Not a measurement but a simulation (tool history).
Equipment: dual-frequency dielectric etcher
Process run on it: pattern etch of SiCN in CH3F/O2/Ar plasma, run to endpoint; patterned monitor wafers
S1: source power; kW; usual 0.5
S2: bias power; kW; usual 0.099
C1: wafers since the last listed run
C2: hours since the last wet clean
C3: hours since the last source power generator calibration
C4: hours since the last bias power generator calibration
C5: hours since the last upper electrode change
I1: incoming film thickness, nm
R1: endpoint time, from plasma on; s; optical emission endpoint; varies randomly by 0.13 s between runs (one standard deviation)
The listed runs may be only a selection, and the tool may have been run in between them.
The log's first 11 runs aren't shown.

| run | hour | S1 | S2 | C1 | C2 | C3 | C4 | C5 | I1 | R1 |
|---|---|---|---|---|---|---|---|---|---|---|
| 12 | 495 | 0.5 | 0.099 | 626 | 228.6 | 2300.8 | 2157.5 | 1800 | 8.56 | 18 |
| 13 | 541.9 | 0.5 | 0.099 | 686 | 275.5 | 2347.7 | 2204.4 | 1846.9 | 8.56 | 18.3 |
| 14 | 600.2 | 0.5 | 0.099 | 853 | 333.8 | 2406 | 2262.7 | 1905.2 | 8.63 | 18.6 |
| 15 | 662.2 | 0.55 | 0.086 | 907 | 395.8 | 2468 | 2324.7 | 1967.2 | 8.72 | 19.4 |
| 16 | 692.2 | 0.43 | 0.099 | 439 | 425.8 | 2498 | 2354.7 | 1997.2 | 8.58 | 19.1 |
|  | 722.1 | source power generator calibrated |
| 17 | 728.3 | 0.5 | 0.099 | 470 | 461.9 | 6.2 | 2390.8 | 2033.3 | 8.61 | 18.7 |
|  | 791.7 | wet clean of the chamber |
| 18 | 792.2 | 0.5 | 0.099 | 584 | 0.5 | 70.1 | 2454.7 | 2097.2 | 8.62 | 17.5 |
| 19 | 816.5 | 0.62 | 0.099 | 355 | 24.8 | 94.4 | 2479 | 2121.5 | 8.68 | 17 |
| 20 | 858.2 | 0.5 | 0.099 | 610 | 66.5 | 136.1 | 2520.7 | 2163.2 | 8.62 | 18 |
| 21 | 893.5 | 0.5 | 0.083 | 516 | 101.8 | 171.4 | 2556 | 2198.5 | 8.7 | 19.4 |
| 22 | 949 | 0.5 | 0.099 | 812 | 157.3 | 226.9 | 2611.5 | 2254 | 8.65 | 18.1 |
|  | 954.1 | bias power generator calibrated |
| 23 | 1019.1 | 0.59 | 0.099 | 967 | 227.4 | 297 | 65 | 2324.1 | 8.61 | 17.5 |
| 24 | 1078.5 | 0.46 | 0.122 | 869 | 286.8 | 356.4 | 124.4 | 2383.5 | 8.65 | 16.7 |
| 25 | 1125.1 | 0.5 | 0.099 | 682 | 333.4 | 403 | 171 | 2430.1 | 8.48 | 18.2 |
| 26 | 1155.9 | 0.44 | 0.085 | 451 | 364.2 | 433.8 | 201.8 | 2460.9 | 8.61 | 20.2 |
| 27 | 1205.5 | 0.6 | 0.081 | 726 | 413.8 | 483.4 | 251.4 | 2510.5 | 8.65 | 19.1 |
|  | 1253.4 | upper electrode replaced |
| 28 | 1268.3 | 0.5 | 0.099 | 568 | 476.6 | 546.2 | 314.2 | 14.9 | 8.58 | 18.6 |
| 29 | 1332.9 | 0.58 | 0.107 | 945 | 541.2 | 610.8 | 378.8 | 79.5 | 8.68 | 17.5 |
|  | 1383.4 | wet clean of the chamber |
| 30 | 1393 | 0.5 | 0.099 | 528 | 9.6 | 670.9 | 438.9 | 139.6 | 8.54 | 17.6 |
| 31 | 1443.5 | 0.42 | 0.08 | 739 | 60.1 | 721.4 | 489.4 | 190.1 | 8.48 | 20.4 |
| 32 | 1476.5 | 0.47 | 0.111 | 483 | 93.1 | 754.4 | 522.4 | 223.1 | 8.54 | 17.1 |
| 33 | 1535 | 0.42 | 0.081 | 856 | 151.6 | 812.9 | 580.9 | 281.6 | 8.56 | 20.5 |
| 34 | 1593 | 0.56 | 0.124 | 849 | 209.6 | 870.9 | 638.9 | 339.6 | 8.64 | 15.9 |
| 35 | 1635.3 | 0.54 | 0.114 | 619 | 251.9 | 913.2 | 681.2 | 381.9 | 8.6 | 16.7 |
| 36 | 1697.6 | 0.5 | 0.099 | 912 | 314.2 | 975.5 | 743.5 | 444.2 | 8.6 | 18.3 |

3 ways to go on from here, each from the tool as it stands after run 36. What would each give?
| A | 1698 | 0.5 | 0.115 | 5 | 314.6 | 975.9 | 743.9 | 444.6 | 8.62 | ? |
| B | 1698 | 0.57 | 0.087 | 5 | 314.6 | 975.9 | 743.9 | 444.6 | 8.62 | ? |
| C | 1698 | 0.62 | 0.12 | 5 | 314.6 | 975.9 | 743.9 | 444.6 | 8.62 | ? |

| run | R1 |
|---|---|
| A | 17.2 |
| B | 18.8 |
| C | 15.9 |
The same runs, with their run-to-run variation unchanged, on a tool lacking any hidden condition would have given:
| run | R1 |
|---|---|
| A | 16.5 |
| B | 18.1 |
| C | 15.3 |
